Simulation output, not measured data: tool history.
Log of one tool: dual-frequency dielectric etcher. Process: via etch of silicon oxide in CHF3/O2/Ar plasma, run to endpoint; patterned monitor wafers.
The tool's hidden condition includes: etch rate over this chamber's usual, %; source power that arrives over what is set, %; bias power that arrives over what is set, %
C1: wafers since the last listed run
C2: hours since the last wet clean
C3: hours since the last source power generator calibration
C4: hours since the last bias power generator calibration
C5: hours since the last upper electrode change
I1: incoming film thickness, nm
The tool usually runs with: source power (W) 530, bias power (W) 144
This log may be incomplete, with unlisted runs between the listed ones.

Run 1, hour 0.0: usual settings; C1 0; C2 600.5; C3 1933.3; C4 2221.1; C5 3303.6; I1 639.0. Result: endpoint time (s) 404.0.
Run 2, hour 9.5: usual settings; C1 29; C2 610.0; C3 1942.8; C4 2230.6; C5 3313.1; I1 635.6. Result: endpoint time (s) 399.6.
Run 3, hour 26.8: usual settings; C1 53; C2 627.3; C3 1960.1; C4 2247.9; C5 3330.4; I1 634.5. Result: endpoint time (s) 399.8.
Run 4, hour 38.0: usual settings; C1 34; C2 638.5; C3 1971.3; C4 2259.1; C5 3341.6; I1 633.6. Result: endpoint time (s) 400.5.
Run 5, hour 48.3: usual settings but source power (W) 570; C1 31; C2 648.8; C3 1981.6; C4 2269.4; C5 3351.9; I1 632.3. Result: endpoint time (s) 385.9.
Run 6, hour 60.2: usual settings but source power (W) 580; C1 36; C2 660.7; C3 1993.5; C4 2281.3; C5 3363.8; I1 633.7. Result: endpoint time (s) 382.6.
At hour 88.1: source power generator calibrated.
At hour 95.9: wet clean of the chamber.
Run 7, hour 96.4: usual settings but source power (W) 580; C1 75; C2 0.5; C3 8.3; C4 2317.5; C5 3400.0; I1 639.8. Result: endpoint time (s) 365.5.
At hour 121.4: upper electrode replaced.
Run 8, hour 121.9: usual settings but source power (W) 580; C1 4; C2 26.0; C3 33.8; C4 2343.0; C5 0.5; I1 636.7. Result: endpoint time (s) 365.7.
At hour 136.8: bias power generator calibrated.
Run 9, hour 149.1: usual settings but source power (W) 630; C1 71; C2 53.2; C3 61.0; C4 12.3; C5 27.7; I1 627.6. Result: endpoint time (s) 346.0.
Run 10, hour 159.4: usual settings but bias power (W) 156; C1 31; C2 63.5; C3 71.3; C4 22.6; C5 38.0; I1 630.2. Result: endpoint time (s) 363.9.
Run 11, hour 167.6: usual settings but source power (W) 410, bias power (W) 131; C1 25; C2 71.7; C3 79.5; C4 30.8; C5 46.2; I1 631.2. Result: endpoint time (s) 454.0.
Run 12, hour 182.3: usual settings but source power (W) 480, bias power (W) 111; C1 45; C2 86.4; C3 94.2; C4 45.5; C5 60.9; I1 634.2. Result: endpoint time (s) 460.0.
Run 13, hour 196.2: usual settings; C1 42; C2 100.3; C3 108.1; C4 59.4; C5 74.8; I1 634.3. Result: endpoint time (s) 383.0.
Run 14, hour 210.6: usual settings but source power (W) 570, bias power (W) 127; C1 44; C2 114.7; C3 122.5; C4 73.8; C5 89.2; I1 631.0. Result: endpoint time (s) 389.6.
Run 15, hour 222.6: usual settings but source power (W) 470, bias power (W) 118; C1 37; C2 126.7; C3 134.5; C4 85.8; C5 101.2; I1 627.6. Result: endpoint time (s) 448.4.

Predict the results of run 16:
Run 16, hour 239.3: usual settings but source power (W) 570, bias power (W) 127; C1 51; C2 143.4; C3 151.2; C4 102.5; C5 117.9; I1 629.7. Result: endpoint time (s) ?.

Run 16 produced endpoint time (s) 392.6.
Without the tool's hidden state the same run would have given endpoint time (s) 388.4.
